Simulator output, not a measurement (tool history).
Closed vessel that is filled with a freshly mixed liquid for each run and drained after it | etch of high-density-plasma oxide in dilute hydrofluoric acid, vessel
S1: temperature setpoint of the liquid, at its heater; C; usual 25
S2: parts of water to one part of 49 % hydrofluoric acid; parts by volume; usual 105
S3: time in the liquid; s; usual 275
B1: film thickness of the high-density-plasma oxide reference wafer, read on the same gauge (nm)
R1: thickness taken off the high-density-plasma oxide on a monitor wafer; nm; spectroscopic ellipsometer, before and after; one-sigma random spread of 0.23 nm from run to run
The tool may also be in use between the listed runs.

run 1 hour=0 | S1=25 S2=105 S3=275 | B1=49.97 | R1=25.47
run 2 hour=67.6 | S1=25 S2=105 S3=275 | B1=50.01 | R1=25
run 3 hour=110.9 | S1=25 S2=105 S3=275 | B1=50 | R1=25.29
run 4 hour=162.7 | S1=25 S2=105 S3=275 | B1=50.04 | R1=24.94
run 5 hour=191.1 | S1=25 S2=105 S3=275 | B1=49.99 | R1=25.09
run 6 hour=259.2 | S1=25 S2=135 S3=275 | B1=49.99 | R1=18.79
run 7 hour=429.6 | S1=25 S2=135 S3=275 | B1=50 | R1=19.03
run 8 hour=476 | S1=25 S2=135 S3=275 | B1=50 | R1=18.6
run 9 hour=514.9 | S1=25 S2=105 S3=275 | B1=50.02 | R1=24.98
run 10 hour=612.7 | S1=25 S2=105 S3=275 | B1=50.01 | R1=24.25
run 11 hour=659.9 | S1=25 S2=105 S3=275 | B1=50.01 | R1=24.76
run 12 hour=710 | S1=23 S2=105 S3=275 | B1=49.98 | R1=22.63
run 13 hour=745.7 | S1=25 S2=75 S3=230 | B1=49.98 | R1=30.38
run 14 hour=779.6 | S1=25 S2=75 S3=230 | B1=50.03 | R1=30.2
run 15 hour=830.4 | S1=25 S2=105 S3=275 | B1=50.01 | R1=24.29
run 16 hour=897.6 | S1=28 S2=105 S3=275 | B1=50.01 | R1=27.44
run 17 hour=958.5 | S1=25 S2=135 S3=275 | B1=50 | R1=18.29
run 18 hour=994.1 | S1=20.5 S2=155 S3=125 | B1=49.97 | R1=5.96
run 19 hour=1022.5 | S1=25 S2=105 S3=275 | B1=49.97 | R1=24.15
run 20 hour=1072.4 | S1=25 S2=65 S3=275 | B1=50 | R1=41.08
run 21 hour=1107.8 | S1=22 S2=120 S3=115 | B1=49.97 | R1=7.72
run 22 hour=1162.4 | S1=25 S2=150 S3=275 | B1=50.05 | R1=15.94
run 23 hour=1215.1 | S1=27.5 S2=70 S3=370 | B1=49.98 | R1=59.08
run 24 hour=1265.1 | S1=25 S2=130 S3=190 | B1=50.03 | R1=13.77
run 25 hour=1308.3 | S1=25 S2=85 S3=135 | B1=49.99 | R1=15.83
run 26 hour=1347.3 | S1=27 S2=140 S3=125 | B1=50.02 | R1=8.89
run 27 hour=1376.8 | S1=29 S2=120 S3=385 | B1=50.02 | R1=36.19
run 28 hour=1444.6 | S1=25 S2=105 S3=275 | B1=50.02 | R1=24.95
run 29 hour=1473.6 | S1=25 S2=105 S3=275 | B1=49.98 | R1=24.94
run 30 hour=1542.7 | S1=25 S2=105 S3=275 | B1=50.02 | R1=25.28

Between the runs listed above, the log contained 3 entries, not reproduced here. Where in the sequence does each belong, and how does what the log doesn't record of the tool's condition differ from the listed run before to the listed run after?
Run 16 -> run 17: gauge calibrated (hour 946.1)
  liquid colder than its thermometer reads (K): 1.41 -> 1.49
  measured minus no-state result, R1: -1.52 -> -1.08 nm
Run 20 -> run 21: hydrofluoric acid flow meter replaced (hour 1103.8)
  liquid colder than its thermometer reads (K): 1.64 -> 1.69
  measured minus no-state result, R1: -2.82 -> -0.54 nm
Run 22 -> run 23: thermometer replaced (hour 1170.8)
  liquid colder than its thermometer reads (K): 1.76 -> 0.195
  measured minus no-state result, R1: -1.11 -> -0.47 nm

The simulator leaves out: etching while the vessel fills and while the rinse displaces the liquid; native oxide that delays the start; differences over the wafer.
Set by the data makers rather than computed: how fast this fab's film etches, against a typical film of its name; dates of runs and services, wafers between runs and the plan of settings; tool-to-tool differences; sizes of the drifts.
